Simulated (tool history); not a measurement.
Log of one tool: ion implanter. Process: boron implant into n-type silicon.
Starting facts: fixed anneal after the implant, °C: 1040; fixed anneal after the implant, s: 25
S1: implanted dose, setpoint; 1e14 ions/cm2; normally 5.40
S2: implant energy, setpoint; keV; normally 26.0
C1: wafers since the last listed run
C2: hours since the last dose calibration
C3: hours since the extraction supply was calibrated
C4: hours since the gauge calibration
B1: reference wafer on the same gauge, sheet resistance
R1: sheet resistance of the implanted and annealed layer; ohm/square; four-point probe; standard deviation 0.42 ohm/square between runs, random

| run | day | S1 | S2 | C1 | C2 | C3 | C4 | B1 | R1 |
|---|---|---|---|---|---|---|---|---|---|
| 1 | 0.000 | 5.40 | 26.0 | 0 | 451.3 | 2563.1 | 664.4 | 189.99 | 191.36 |
| 2 | 0.754 | 5.40 | 26.0 | 281 | 469.4 | 2581.2 | 682.5 | 189.97 | 192.32 |
| 3 | 1.454 | 4.32 | 26.0 | 261 | 486.2 | 2598.0 | 699.3 | 190.00 | 230.88 |
| 4 | 2.733 | 5.40 | 26.0 | 477 | 516.9 | 2628.7 | 730.0 | 189.90 | 191.31 |
| 5 | 3.388 | 5.40 | 26.0 | 244 | 532.6 | 2644.4 | 745.7 | 189.98 | 191.54 |
| 6 | 4.562 | 5.40 | 26.0 | 438 | 560.8 | 2672.6 | 773.9 | 190.12 | 191.19 |
| 7 | 5.475 | 5.40 | 26.0 | 340 | 582.7 | 2694.5 | 795.8 | 190.01 | 191.37 |
| 8 | 6.192 | 5.40 | 26.0 | 267 | 599.9 | 2711.7 | 813.0 | 190.18 | 190.63 |
|  | 7.258 | gauge calibrated |
| 9 | 7.683 | 5.40 | 26.0 | 556 | 635.7 | 2747.5 | 10.2 | 189.97 | 190.90 |
|  | 10.650 | Faraday cup replaced and dose calibrated |
| 10 | 12.025 | 5.40 | 26.0 | 1496 | 33.0 | 2851.7 | 114.4 | 190.07 | 193.75 |
| 11 | 16.254 | 5.40 | 26.0 | 1578 | 134.5 | 2953.2 | 215.9 | 189.92 | 193.11 |
| 12 | 16.917 | 5.40 | 26.0 | 247 | 150.4 | 2969.1 | 231.8 | 189.89 | 193.81 |
| 13 | 17.762 | 5.40 | 26.0 | 315 | 170.7 | 2989.4 | 252.1 | 190.04 | 193.26 |
| 14 | 19.229 | 5.40 | 26.0 | 547 | 205.9 | 3024.6 | 287.3 | 189.99 | 193.84 |
| 15 | 21.750 | 5.40 | 26.0 | 941 | 266.4 | 3085.1 | 347.8 | 190.18 | 193.99 |
| 16 | 22.958 | 4.28 | 26.0 | 451 | 295.4 | 3114.1 | 376.8 | 189.98 | 234.55 |
| 17 | 23.558 | 4.73 | 23.0 | 223 | 309.8 | 3128.5 | 391.2 | 190.08 | 218.60 |
| 18 | 25.050 | 5.40 | 26.0 | 556 | 345.6 | 3164.3 | 427.0 | 190.12 | 192.85 |
| 19 | 29.379 | 6.93 | 32.0 | 1616 | 449.5 | 3268.2 | 530.9 | 190.07 | 152.52 |
| 20 | 30.221 | 6.06 | 28.5 | 314 | 469.7 | 3288.4 | 551.1 | 190.00 | 172.51 |
| 21 | 30.788 | 5.40 | 26.0 | 211 | 483.3 | 3302.0 | 564.7 | 189.88 | 192.44 |
|  | 31.704 | extraction supply calibrated |
| 22 | 32.142 | 4.24 | 29.0 | 381 | 515.8 | 10.5 | 597.2 | 190.06 | 231.14 |
| 23 | 33.196 | 5.40 | 26.0 | 393 | 541.1 | 35.8 | 622.5 | 190.17 | 191.44 |
| 24 | 34.375 | 6.15 | 18.5 | 440 | 569.4 | 64.1 | 650.8 | 190.18 | 177.80 |
| 25 | 35.329 | 4.16 | 17.5 | 356 | 592.3 | 87.0 | 673.7 | 189.91 | 248.18 |
| 26 | 36.196 | 6.57 | 30.5 | 323 | 613.1 | 107.8 | 694.5 | 190.05 | 159.79 |
|  | 36.842 | gauge calibrated |
| 27 | 37.062 | 5.40 | 26.0 | 323 | 633.9 | 128.6 | 5.3 | 190.01 | 191.71 |
| 28 | 37.662 | 4.56 | 22.5 | 223 | 648.3 | 143.0 | 19.7 | 189.93 | 224.32 |
| 29 | 38.246 | 6.82 | 22.0 | 217 | 662.3 | 157.0 | 33.7 | 190.13 | 159.41 |
| 30 | 39.038 | 5.40 | 18.0 | 295 | 681.3 | 176.0 | 52.7 | 190.02 | 199.48 |
| 31 | 39.896 | 5.40 | 22.0 | 320 | 701.9 | 196.6 | 73.3 | 189.97 | 194.15 |
| 32 | 40.825 | 4.52 | 33.5 | 346 | 724.2 | 218.9 | 95.6 | 190.06 | 215.47 |
| 33 | 41.725 | 5.40 | 34.5 | 335 | 745.8 | 240.5 | 117.2 | 189.94 | 184.91 |
| 34 | 42.388 | 6.65 | 34.0 | 247 | 761.7 | 256.4 | 133.1 | 190.10 | 155.16 |
| 35 | 43.200 | 5.40 | 32.0 | 303 | 781.2 | 275.9 | 152.6 | 190.12 | 186.07 |
| 36 | 44.471 | 4.74 | 35.0 | 474 | 811.7 | 306.4 | 183.1 | 189.93 | 205.77 |
|  | 44.808 | Faraday cup replaced and dose calibrated |
| 37 | 45.454 | 5.40 | 26.0 | 242 | 15.5 | 330.0 | 206.7 | 189.93 | 194.20 |
| 38 | 46.400 | 6.91 | 29.0 | 353 | 38.2 | 352.7 | 229.4 | 189.99 | 156.91 |

Here are 3 independent what-if runs from the current tool condition. What would each one return?
| A | 46.417 | 5.40 | 29.5 | 6 | 38.6 | 353.1 | 229.8 | ? | ? |
| B | 46.417 | 4.45 | 21.0 | 6 | 38.6 | 353.1 | 229.8 | ? | ? |
| C | 46.417 | 6.43 | 17.5 | 6 | 38.6 | 353.1 | 229.8 | ? | ? |

| run | B1 | R1 |
|---|---|---|
| A | 190.04 | 191.65 |
| B | 190.04 | 233.87 |
| C | 190.04 | 175.11 |
Without the tool's unlogged condition, the same runs would have read:
| run | R1 |
|---|---|
| A | 191.37 |
| B | 233.52 |
| C | 174.84 |

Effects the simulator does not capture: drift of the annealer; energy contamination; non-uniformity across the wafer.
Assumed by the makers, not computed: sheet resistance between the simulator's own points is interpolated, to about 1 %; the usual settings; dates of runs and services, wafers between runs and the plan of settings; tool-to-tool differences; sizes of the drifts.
